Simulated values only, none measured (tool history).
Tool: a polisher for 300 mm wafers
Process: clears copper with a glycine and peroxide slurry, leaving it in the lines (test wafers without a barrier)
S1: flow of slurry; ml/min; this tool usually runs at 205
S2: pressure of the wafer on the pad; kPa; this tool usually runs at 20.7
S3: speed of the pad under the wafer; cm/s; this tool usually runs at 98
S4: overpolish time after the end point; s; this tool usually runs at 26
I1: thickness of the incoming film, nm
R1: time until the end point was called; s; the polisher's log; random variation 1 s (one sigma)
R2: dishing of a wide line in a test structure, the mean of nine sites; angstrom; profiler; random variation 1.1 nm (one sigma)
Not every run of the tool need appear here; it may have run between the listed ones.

{"run": 1, "hour": 0.0, "S1": 205, "S2": 20.7, "S3": 98, "S4": 26, "I1": 485.3, "R1": 95, "R2": 663}
{"hour": 10.0, "done": "slurry nozzle cleaned"}
{"hour": 29.4, "done": "worn pad replaced by a new one"}
{"run": 2, "hour": 66.8, "S1": 205, "S2": 20.7, "S3": 72, "S4": 26, "I1": 484.8, "R1": 102.3, "R2": 653}
{"run": 3, "hour": 135.9, "S1": 205, "S2": 20.7, "S3": 72, "S4": 26, "I1": 478.7, "R1": 104.6, "R2": 619}
{"run": 4, "hour": 197.8, "S1": 205, "S2": 20.7, "S3": 72, "S4": 26, "I1": 480.1, "R1": 106, "R2": 628}
{"run": 5, "hour": 236.8, "S1": 165, "S2": 20.7, "S3": 98, "S4": 26, "I1": 485.9, "R1": 95, "R2": 674}
{"hour": 255.3, "done": "head pressure recalibrated"}
{"hour": 276.2, "done": "worn pad replaced by a new one"}
{"run": 6, "hour": 294.0, "S1": 165, "S2": 20.7, "S3": 98, "S4": 26, "I1": 485.9, "R1": 88, "R2": 694}
{"run": 7, "hour": 331.2, "S1": 205, "S2": 15.2, "S3": 86, "S4": 26, "I1": 482.1, "R1": 105.1, "R2": 630}
{"hour": 377.9, "done": "slurry nozzle cleaned"}
{"run": 8, "hour": 390.2, "S1": 205, "S2": 20.7, "S3": 98, "S4": 33, "I1": 483.9, "R1": 88.9, "R2": 790}
{"run": 9, "hour": 450.1, "S1": 205, "S2": 20.7, "S3": 98, "S4": 26, "I1": 493.9, "R1": 93, "R2": 694}

Forecast run 10:
{"run": 10, "hour": 506.1, "S1": 260, "S2": 18.6, "S3": 124, "S4": 14, "I1": 480.4, "R1": "?", "R2": "?"}

Run 10 came out at R1 80.1 s, R2 467 angstrom.
The same run, on a tool lacking any hidden state, would have yielded R1 71.3 s, R2 511 angstrom.
